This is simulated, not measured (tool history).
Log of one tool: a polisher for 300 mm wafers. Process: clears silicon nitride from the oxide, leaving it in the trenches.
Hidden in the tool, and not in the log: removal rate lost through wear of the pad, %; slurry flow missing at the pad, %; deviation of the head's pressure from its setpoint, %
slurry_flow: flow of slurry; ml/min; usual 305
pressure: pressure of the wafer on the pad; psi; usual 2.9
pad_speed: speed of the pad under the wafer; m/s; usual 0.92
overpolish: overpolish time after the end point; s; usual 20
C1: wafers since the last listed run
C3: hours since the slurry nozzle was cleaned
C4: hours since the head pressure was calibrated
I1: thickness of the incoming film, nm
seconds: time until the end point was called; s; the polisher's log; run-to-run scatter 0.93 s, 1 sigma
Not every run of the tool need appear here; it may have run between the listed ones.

Run 1, hour 0.0: usual settings but slurry_flow 370 ml/min; C1 0; wafers polished on this pad 4446; C3 244.2; C4 124.5; I1 71.4. Result: seconds 73.9 s.
At hour 18.1: worn pad replaced by a new one.
Run 2, hour 37.7: usual settings; C1 356; wafers polished on this pad 206; C3 281.9; C4 162.2; I1 69.1. Result: seconds 70.8 s.
Run 3, hour 93.9: usual settings; C1 594; wafers polished on this pad 800; C3 338.1; C4 218.4; I1 70.9. Result: seconds 73.4 s.
At hour 121.9: slurry nozzle cleaned.
Run 4, hour 148.8: usual settings but pad_speed 0.76 m/s, overpolish 28 s; C1 569; wafers polished on this pad 1370; C3 26.9; C4 273.3; I1 69.4. Result: seconds 87.7 s.
Run 5, hour 234.3: usual settings; C1 903; wafers polished on this pad 2274; C3 112.4; C4 358.8; I1 70.8. Result: seconds 72.6 s.
Run 6, hour 283.7: usual settings; C1 522; wafers polished on this pad 2796; C3 161.8; C4 408.2; I1 69.5. Result: seconds 71.4 s.
At hour 404.3: worn pad replaced by a new one.
Run 7, hour 478.0: usual settings but pressure 3.2 psi; C1 2011; wafers polished on this pad 779; C3 356.1; C4 602.5; I1 70.9. Result: seconds 68.3 s.
At hour 497.5: slurry nozzle cleaned.
Run 8, hour 563.5: usual settings but pressure 3.2 psi; C1 893; wafers polished on this pad 1672; C3 66.0; C4 688.0; I1 70.3. Result: seconds 68.7 s.
At hour 652.9: head pressure recalibrated.
Run 9, hour 658.7: usual settings but pressure 3.2 psi; C1 985; wafers polished on this pad 2657; C3 161.2; C4 5.8; I1 71.0. Result: seconds 67.6 s.
Run 10, hour 702.4: usual settings but pressure 2.4 psi; C1 461; wafers polished on this pad 3119; C3 204.9; C4 49.5; I1 71.6. Result: seconds 86.0 s.
At hour 776.1: worn pad replaced by a new one.
Run 11, hour 797.4: usual settings; C1 961; wafers polished on this pad 225; C3 299.9; C4 144.5; I1 69.9. Result: seconds 71.0 s.
Run 12, hour 839.4: usual settings; C1 443; wafers polished on this pad 669; C3 341.9; C4 186.5; I1 69.3. Result: seconds 72.7 s.
At hour 880.7: slurry nozzle cleaned.
Run 13, hour 919.5: usual settings; C1 836; wafers polished on this pad 1505; C3 38.8; C4 266.6; I1 71.1. Result: seconds 74.6 s.
Run 14, hour 1019.8: usual settings but pressure 3.6 psi, overpolish 15 s; C1 1060; wafers polished on this pad 2565; C3 139.1; C4 366.9; I1 69.5. Result: seconds 60.7 s.
Run 15, hour 1085.9: usual settings; C1 698; wafers polished on this pad 3264; C3 205.2; C4 433.0; I1 69.3. Result: seconds 71.2 s.
Run 16, hour 1135.2: usual settings but overpolish 26 s; C1 521; wafers polished on this pad 3785; C3 254.5; C4 482.3; I1 69.2. Result: seconds 71.2 s.
Run 17, hour 1196.5: usual settings but slurry_flow 205 ml/min, pressure 3.9 psi, pad_speed 1.04 m/s; C1 647; wafers polished on this pad 4433; C3 315.8; C4 543.6; I1 70.6. Result: seconds 53.1 s.

Estimate the outcome of run 18 from the log above:
At hour 1215.0: worn pad replaced by a new one.
At hour 1246.1: slurry nozzle cleaned.
Run 18, hour 1276.5: usual settings but pressure 2.2 psi, pad_speed 0.82 m/s; C1 792; wafers polished on this pad 638; C3 30.4; C4 623.6; I1 70.3. Result: seconds ?.

Run 18 measured seconds 96.4 s.
Had the tool carried no hidden state, the very same run would have given seconds 96.4 s.
